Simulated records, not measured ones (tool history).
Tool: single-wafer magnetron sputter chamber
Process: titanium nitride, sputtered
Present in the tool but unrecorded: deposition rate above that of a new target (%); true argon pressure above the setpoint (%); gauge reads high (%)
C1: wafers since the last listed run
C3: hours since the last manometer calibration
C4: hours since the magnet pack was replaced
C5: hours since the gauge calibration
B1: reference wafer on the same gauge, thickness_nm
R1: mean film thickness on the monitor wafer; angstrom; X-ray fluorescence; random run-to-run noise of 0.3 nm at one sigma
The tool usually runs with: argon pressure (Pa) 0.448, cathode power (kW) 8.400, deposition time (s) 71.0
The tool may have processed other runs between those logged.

{"run": 1, "hour": 0.0, "argon pressure (Pa)": 0.335, "cathode power (kW)": 8.4, "deposition time (s)": 71.0, "C1": 0, "wafers on the sputter target": 3586, "C3": 1207.4, "C4": 2973.7, "C5": 350.4, "B1": 118.935, "R1": 1091.16}
{"run": 2, "hour": 53.9, "argon pressure (Pa)": 0.335, "cathode power (kW)": 8.4, "deposition time (s)": 71.0, "C1": 599, "wafers on the sputter target": 4185, "C3": 1261.3, "C4": 3027.6, "C5": 404.3, "B1": 118.892, "R1": 1090.53}
{"run": 3, "hour": 92.1, "argon pressure (Pa)": 0.448, "cathode power (kW)": 8.4, "deposition time (s)": 60.0, "C1": 424, "wafers on the sputter target": 4610, "C3": 1299.5, "C4": 3065.8, "C5": 442.5, "B1": 118.967, "R1": 892.81}
{"run": 4, "hour": 145.5, "argon pressure (Pa)": 0.448, "cathode power (kW)": 8.4, "deposition time (s)": 71.0, "C1": 593, "wafers on the sputter target": 5203, "C3": 1352.9, "C4": 3119.2, "C5": 495.9, "B1": 119.085, "R1": 1046.79}
{"hour": 188.6, "done": "sputter target and shields replaced"}
{"run": 5, "hour": 190.7, "argon pressure (Pa)": 0.448, "cathode power (kW)": 8.4, "deposition time (s)": 71.0, "C1": 413, "wafers on the sputter target": 23, "C3": 1398.1, "C4": 3164.4, "C5": 541.1, "B1": 119.026, "R1": 1082.76}
{"hour": 226.2, "done": "gauge calibrated"}
{"run": 6, "hour": 260.0, "argon pressure (Pa)": 0.448, "cathode power (kW)": 8.4, "deposition time (s)": 71.0, "C1": 770, "wafers on the sputter target": 793, "C3": 1467.4, "C4": 3233.7, "C5": 33.8, "B1": 118.913, "R1": 1075.31}
{"run": 7, "hour": 331.7, "argon pressure (Pa)": 0.448, "cathode power (kW)": 8.4, "deposition time (s)": 71.0, "C1": 796, "wafers on the sputter target": 1590, "C3": 1539.1, "C4": 3305.4, "C5": 105.5, "B1": 119.085, "R1": 1070.86}
{"run": 8, "hour": 402.2, "argon pressure (Pa)": 0.448, "cathode power (kW)": 8.4, "deposition time (s)": 71.0, "C1": 783, "wafers on the sputter target": 2373, "C3": 1609.6, "C4": 3375.9, "C5": 176.0, "B1": 119.038, "R1": 1066.03}
{"run": 9, "hour": 460.8, "argon pressure (Pa)": 0.448, "cathode power (kW)": 8.4, "deposition time (s)": 71.0, "C1": 651, "wafers on the sputter target": 3025, "C3": 1668.2, "C4": 3434.5, "C5": 234.6, "B1": 118.983, "R1": 1066.08}
{"run": 10, "hour": 520.8, "argon pressure (Pa)": 0.577, "cathode power (kW)": 8.4, "deposition time (s)": 71.0, "C1": 666, "wafers on the sputter target": 3691, "C3": 1728.2, "C4": 3494.5, "C5": 294.6, "B1": 118.99, "R1": 1021.46}
{"run": 11, "hour": 573.0, "argon pressure (Pa)": 0.508, "cathode power (kW)": 8.4, "deposition time (s)": 71.0, "C1": 580, "wafers on the sputter target": 4272, "C3": 1780.4, "C4": 3546.7, "C5": 346.8, "B1": 119.068, "R1": 1043.69}
{"hour": 680.8, "done": "capacitance manometer re-zeroed and calibrated"}
{"hour": 759.8, "done": "sputter target and shields replaced"}
{"run": 12, "hour": 774.3, "argon pressure (Pa)": 0.448, "cathode power (kW)": 8.4, "deposition time (s)": 71.0, "C1": 2059, "wafers on the sputter target": 160, "C3": 93.5, "C4": 3748.0, "C5": 548.1, "B1": 118.856, "R1": 1075.08}
{"hour": 839.7, "done": "magnet pack replaced"}
{"run": 13, "hour": 840.5, "argon pressure (Pa)": 0.596, "cathode power (kW)": 8.4, "deposition time (s)": 61.1, "C1": 646, "wafers on the sputter target": 807, "C3": 159.7, "C4": 0.8, "C5": 614.3, "B1": 119.059, "R1": 877.56}
{"run": 14, "hour": 880.1, "argon pressure (Pa)": 0.59, "cathode power (kW)": 8.4, "deposition time (s)": 71.0, "C1": 440, "wafers on the sputter target": 1247, "C3": 199.3, "C4": 40.4, "C5": 653.9, "B1": 119.079, "R1": 1021.68}
{"hour": 889.7, "done": "gauge calibrated"}
{"run": 15, "hour": 930.8, "argon pressure (Pa)": 0.448, "cathode power (kW)": 9.25, "deposition time (s)": 71.0, "C1": 563, "wafers on the sputter target": 1811, "C3": 250.0, "C4": 91.1, "C5": 41.1, "B1": 119.035, "R1": 1165.84}
{"run": 16, "hour": 973.6, "argon pressure (Pa)": 0.524, "cathode power (kW)": 10.0, "deposition time (s)": 82.7, "C1": 475, "wafers on the sputter target": 2286, "C3": 292.8, "C4": 133.9, "C5": 83.9, "B1": 118.893, "R1": 1442.05}
{"run": 17, "hour": 1027.8, "argon pressure (Pa)": 0.448, "cathode power (kW)": 8.4, "deposition time (s)": 71.0, "C1": 602, "wafers on the sputter target": 2889, "C3": 347.0, "C4": 188.1, "C5": 138.1, "B1": 119.045, "R1": 1063.74}
{"run": 18, "hour": 1092.9, "argon pressure (Pa)": 0.316, "cathode power (kW)": 9.4, "deposition time (s)": 76.0, "C1": 723, "wafers on the sputter target": 3612, "C3": 412.1, "C4": 253.2, "C5": 203.2, "B1": 119.033, "R1": 1316.39}

What will run 19 give?
{"run": 19, "hour": 1151.0, "argon pressure (Pa)": 0.555, "cathode power (kW)": 7.05, "deposition time (s)": 79.4, "C1": 645, "wafers on the sputter target": 4258, "C3": 470.2, "C4": 311.3, "C5": 261.3, "B1": "?", "R1": "?"}

{"run 19": {"B1": 118.988, "R1": 957.7}}
With no hidden state in the tool, this same run would have given R1 973.15 angstrom.
